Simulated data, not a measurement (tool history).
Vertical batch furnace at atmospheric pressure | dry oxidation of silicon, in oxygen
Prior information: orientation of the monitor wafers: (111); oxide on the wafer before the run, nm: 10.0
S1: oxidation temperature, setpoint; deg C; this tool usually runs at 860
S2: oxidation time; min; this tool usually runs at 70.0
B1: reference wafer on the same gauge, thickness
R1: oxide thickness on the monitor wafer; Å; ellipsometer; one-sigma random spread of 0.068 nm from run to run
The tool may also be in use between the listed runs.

run 1 hour=0.0 | S1=860 S2=87.5 | B1=21.53 | R1=265.1
run 2 hour=63.9 | S1=860 S2=70.0 | B1=21.55 | R1=235.6
run 3 hour=244.6 | S1=860 S2=70.0 | B1=21.60 | R1=236.0
run 4 hour=284.5 | S1=860 S2=70.0 | B1=21.61 | R1=237.1
run 5 hour=372.0 | S1=860 S2=70.0 | B1=21.66 | R1=237.9
run 6 hour=418.5 | S1=854 S2=70.0 | B1=21.64 | R1=227.2
run 7 hour=471.1 | S1=860 S2=70.0 | B1=21.65 | R1=237.6
run 8 hour=558.1 | S1=860 S2=70.0 | B1=21.66 | R1=237.2
run 9 hour=640.6 | S1=860 S2=70.0 | B1=21.66 | R1=237.1
run 10 hour=716.5 | S1=860 S2=70.0 | B1=21.68 | R1=237.8
run 11 hour=816.5 | S1=860 S2=70.0 | B1=21.69 | R1=237.7
run 12 hour=918.5 | S1=860 S2=70.0 | B1=21.71 | R1=237.7
run 13 hour=1010.2 | S1=860 S2=70.0 | B1=21.70 | R1=238.5
run 14 hour=1085.4 | S1=860 S2=94.5 | B1=21.70 | R1=279.2
run 15 hour=1128.7 | S1=860 S2=94.5 | B1=21.71 | R1=278.9
run 16 hour=1165.1 | S1=860 S2=70.0 | B1=21.72 | R1=239.0
run 17 hour=1263.3 | S1=860 S2=70.0 | B1=21.73 | R1=238.0
run 18 hour=1323.5 | S1=860 S2=70.0 | B1=21.72 | R1=237.6
run 19 hour=1406.0 | S1=841 S2=80.0 | B1=21.72 | R1=219.6
run 20 hour=1458.0 | S1=875 S2=55.0 | B1=21.74 | R1=236.2
run 21 hour=1597.6 | S1=883 S2=80.5 | B1=21.30 | R1=303.7
run 22 hour=1683.9 | S1=867 S2=101.5 | B1=21.38 | R1=303.0
run 23 hour=1726.4 | S1=848 S2=70.0 | B1=21.41 | R1=214.6
run 24 hour=1791.3 | S1=840 S2=70.0 | B1=21.45 | R1=200.8
run 25 hour=1840.7 | S1=860 S2=50.5 | B1=21.47 | R1=201.1
run 26 hour=1926.8 | S1=872 S2=79.5 | B1=21.51 | R1=277.3
run 27 hour=1989.8 | S1=860 S2=95.0 | B1=21.54 | R1=279.8
run 28 hour=2062.9 | S1=860 S2=70.0 | B1=21.58 | R1=235.8
run 29 hour=2138.9 | S1=882 S2=101.0 | B1=21.59 | R1=349.6
run 30 hour=2206.4 | S1=881 S2=89.0 | B1=21.61 | R1=320.5
run 31 hour=2358.3 | S1=845 S2=101.5 | B1=21.65 | R1=255.1
run 32 hour=2402.0 | S1=860 S2=70.0 | B1=21.70 | R1=237.1
run 33 hour=2466.2 | S1=884 S2=45.5 | B1=21.69 | R1=229.6
run 34 hour=2564.7 | S1=860 S2=70.0 | B1=21.71 | R1=237.3
run 35 hour=2601.1 | S1=845 S2=83.0 | B1=21.71 | R1=229.6
run 36 hour=2887.2 | S1=877 S2=101.0 | B1=21.76 | R1=336.9
run 37 hour=2957.5 | S1=860 S2=70.0 | B1=21.76 | R1=239.0
run 38 hour=2995.7 | S1=839 S2=98.5 | B1=21.76 | R1=238.8

The log once held 3 entries between its listed runs, left out of this copy. Where does each go, and what is different about the tool's unlogged condition between the listed run before it and the listed run after it?
Between runs 10 and 11: thermocouples replaced and temperature profile calibrated (hour 758.5)
  gauge reads high (%): 2.27 -> 2.32
  measured minus no-state result, R1: +5.3 -> +5.4 Å
Between runs 20 and 21: gauge calibrated (hour 1516.7)
  gauge reads high (%): 2.49 -> 0.53
  measured minus no-state result, R1: +5.8 -> +1.6 Å
Between runs 27 and 28: boat lift adjusted (hour 2062.4)
  gauge reads high (%): 1.64 -> 1.78
  measured minus no-state result, R1: +4.5 -> +4.1 Å
